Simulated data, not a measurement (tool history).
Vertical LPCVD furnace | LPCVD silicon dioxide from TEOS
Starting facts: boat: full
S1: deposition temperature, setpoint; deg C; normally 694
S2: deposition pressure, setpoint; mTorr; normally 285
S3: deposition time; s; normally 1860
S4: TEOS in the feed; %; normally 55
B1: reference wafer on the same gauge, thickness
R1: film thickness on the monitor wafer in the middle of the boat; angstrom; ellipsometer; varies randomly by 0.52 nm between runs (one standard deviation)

Run 1, hour 0.0: usual settings but S2 245 mTorr; B1 163.91. Result: R1 1438.6 angstrom.
Run 2, hour 62.0: usual settings but S4 51 %; B1 164.17. Result: R1 1505.6 angstrom.
Run 3, hour 157.1: usual settings but S4 51 %; B1 164.17. Result: R1 1500.5 angstrom.
Run 4, hour 283.4: usual settings but S2 320 mTorr; B1 163.84. Result: R1 1650.2 angstrom.
Run 5, hour 319.6: usual settings but S2 320 mTorr; B1 163.84. Result: R1 1645.4 angstrom.
Run 6, hour 355.4: usual settings but S2 320 mTorr; B1 163.95. Result: R1 1665.6 angstrom.
Run 7, hour 407.4: usual settings; B1 164.04. Result: R1 1563.1 angstrom.
Run 8, hour 437.8: usual settings; B1 164.02. Result: R1 1575.9 angstrom.
At hour 465.4: TEOS flow controller replaced.
At hour 479.3: pressure gauge zeroed.
Run 9, hour 509.1: usual settings but S3 1560 s; B1 164.22. Result: R1 1318.5 angstrom.
Run 10, hour 541.4: usual settings but S3 1560 s; B1 164.06. Result: R1 1312.7 angstrom.
Run 11, hour 576.6: usual settings but S3 1560 s; B1 164.07. Result: R1 1310.3 angstrom.
Run 12, hour 646.4: usual settings; B1 163.78. Result: R1 1563.4 angstrom.
Run 13, hour 710.3: usual settings but S4 64 %; B1 163.84. Result: R1 1693.8 angstrom.
Run 14, hour 771.0: usual settings but S2 325 mTorr, S3 1620 s, S4 65 %; B1 164.00. Result: R1 1576.3 angstrom.
Run 15, hour 839.6: usual settings but S1 685 deg C, S2 240 mTorr, S4 48 %; B1 164.09. Result: R1 1086.2 angstrom.
At hour 844.6: gauge calibrated.
At hour 873.3: thermocouples replaced and temperature profile calibrated.
Run 16, hour 894.5: usual settings but S1 699 deg C, S4 62 %; B1 164.07. Result: R1 1832.5 angstrom.
Run 17, hour 964.2: usual settings; B1 163.96. Result: R1 1542.0 angstrom.
Run 18, hour 992.2: usual settings but S1 685 deg C, S2 305 mTorr; B1 164.23. Result: R1 1289.8 angstrom.
Run 19, hour 1041.5: usual settings; B1 163.98. Result: R1 1543.9 angstrom.
Run 20, hour 1075.5: usual settings but S1 689 deg C, S4 52 %; B1 164.06. Result: R1 1333.5 angstrom.
Run 21, hour 1113.7: usual settings but S2 355 mTorr, S3 2370 s; B1 164.03. Result: R1 2197.9 angstrom.
Run 22, hour 1178.0: usual settings but S4 58 %; B1 164.07. Result: R1 1594.7 angstrom.
Run 23, hour 1205.4: usual settings but S1 686 deg C, S3 2520 s, S4 49 %; B1 163.86. Result: R1 1636.0 angstrom.
Run 24, hour 1266.9: usual settings but S2 235 mTorr; B1 164.07. Result: R1 1413.3 angstrom.
Run 25, hour 1291.5: usual settings but S1 682 deg C, S3 2160 s, S4 49 %; B1 164.01. Result: R1 1278.2 angstrom.
Run 26, hour 1316.5: usual settings but S2 305 mTorr, S3 1500 s, S4 48 %; B1 163.97. Result: R1 1215.4 angstrom.
Run 27, hour 1447.5: usual settings but S3 1230 s, S4 49 %; B1 163.85. Result: R1 972.6 angstrom.
Run 28, hour 1476.3: usual settings; B1 164.16. Result: R1 1562.1 angstrom.
Run 29, hour 1514.1: usual settings but S1 700 deg C, S2 240 mTorr, S3 2310 s; B1 163.91. Result: R1 2048.2 angstrom.
Run 30, hour 1559.6: usual settings but S2 260 mTorr; B1 164.14. Result: R1 1493.0 angstrom.

Hidden state, per run?
true pressure minus gauge reading, mTorr: 0 on each run
deviation of the TEOS flow from its setpoint, %: 0 on each run
gauge reads high (%): 0 on each run
H1: true tube temperature minus thermocouple reading, K
run     H1
  1  0.704
  2   0.73
  3  0.764
  4  0.802
  5  0.811
  6   0.82
  7  0.832
  8  0.838
  9  0.851
 10  0.857
 11  0.863
 12  0.873
 13  0.881
 14  0.888
 15  0.896
 16  0.171
 17  0.271
 18  0.307
 19  0.368
 20  0.406
 21  0.447
 22   0.51
 23  0.534
 24  0.585
 25  0.604
 26  0.622
 27  0.706
 28  0.722
 29  0.742
 30  0.764
